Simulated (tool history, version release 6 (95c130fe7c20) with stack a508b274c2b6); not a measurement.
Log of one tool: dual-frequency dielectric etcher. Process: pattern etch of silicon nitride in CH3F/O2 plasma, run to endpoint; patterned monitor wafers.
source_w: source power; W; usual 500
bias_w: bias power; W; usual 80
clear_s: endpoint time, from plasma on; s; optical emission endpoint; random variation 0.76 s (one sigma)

run	hour	source_w	bias_w	wafers since the last listed run	hours since the last wet clean	hours since the last source power generator calibration	hours since the last bias power generator calibration	hours since the last upper electrode change	incoming incoming film thickness, nm	clear_s
1	0	500	80	0	306.2	1887.5	1862.9	1555.6	110.7	93.2
2	56.9	500	80	422	363.1	1944.4	1919.8	1612.5	110.4	93.7
3	107.7	550	80	376	413.9	1995.2	1970.6	1663.3	111.5	91.7
# hour 172.8: wet clean of the chamber
4	176.1	550	80	329	3.3	2063.6	2039	1731.7	110.7	93
5	208.7	550	80	241	35.9	2096.2	2071.6	1764.3	111.7	95.2
6	273.5	420	80	480	100.7	2161	2136.4	1829.1	110.6	102
7	325.5	500	80	385	152.7	2213	2188.4	1881.1	109.8	95
8	396.6	500	80	527	223.8	2284.1	2259.5	1952.2	110.7	94.6
9	428.5	500	68	236	255.7	2316	2291.4	1984.1	110.1	97.9
10	528.8	530	89	744	356	2416.3	2391.7	2084.4	111.8	89.9
11	554.1	500	80	187	381.3	2441.6	2417	2109.7	110.2	92.9
# hour 604.8: source power generator calibrated
# hour 629.5: wet clean of the chamber
12	630	560	86	355	0.5	25.2	2492.9	2185.6	111.8	92.5
# hour 745: upper electrode replaced
13	764.2	560	86	817	134.7	159.4	2627.1	19.2	110.4	90.4
14	814.2	440	80	370	184.7	209.4	2677.1	69.2	110.4	98.4
15	847.9	410	93	250	218.4	243.1	2710.8	102.9	110	96.9
16	873.3	410	62	188	243.8	268.5	2736.2	128.3	111	106.8
17	927.8	560	80	404	298.3	323	2790.7	182.8	110.8	91.2
18	977	500	80	364	347.5	372.2	2839.9	232	111.3	94.2
19	1010	590	95	244	380.5	405.2	2872.9	265	110.2	83.4
20	1070.4	500	80	448	440.9	465.6	2933.3	325.4	110.5	92
# hour 1085.8: bias power generator calibrated
# hour 1122.5: wet clean of the chamber
21	1131	450	61	241	8.5	526.2	45.2	386	110.8	107.7
22	1198.5	570	95	500	76	593.7	112.7	453.5	110.8	87.4
23	1249.7	500	66	379	127.2	644.9	163.9	504.7	110.6	99.8
24	1297.6	500	80	355	175.1	692.8	211.8	552.6	112	96
25	1344.5	420	74	347	222	739.7	258.7	599.5	110.5	102.6
26	1405.7	420	73	454	283.2	800.9	319.9	660.7	110.7	102
27	1471.1	500	80	485	348.6	866.3	385.3	726.1	110.6	94

What the log doesn't show, run by run:
source power that arrives over what is set, %: 0 in every run
bias power that arrives over what is set, %: 0 in every run
H1: etch rate over this chamber's usual, %
run	H1
1	3.13
2	3.72
3	4.25
4	0.0347
5	0.376
6	1.05
7	1.6
8	2.34
9	2.67
10	3.72
11	3.99
12	0.413
13	1.82
14	2.34
15	2.69
16	2.96
17	3.53
18	4.04
19	4.39
20	5.02
21	0.344
22	1.05
23	1.58
24	2.09
25	2.58
26	3.22
27	3.9

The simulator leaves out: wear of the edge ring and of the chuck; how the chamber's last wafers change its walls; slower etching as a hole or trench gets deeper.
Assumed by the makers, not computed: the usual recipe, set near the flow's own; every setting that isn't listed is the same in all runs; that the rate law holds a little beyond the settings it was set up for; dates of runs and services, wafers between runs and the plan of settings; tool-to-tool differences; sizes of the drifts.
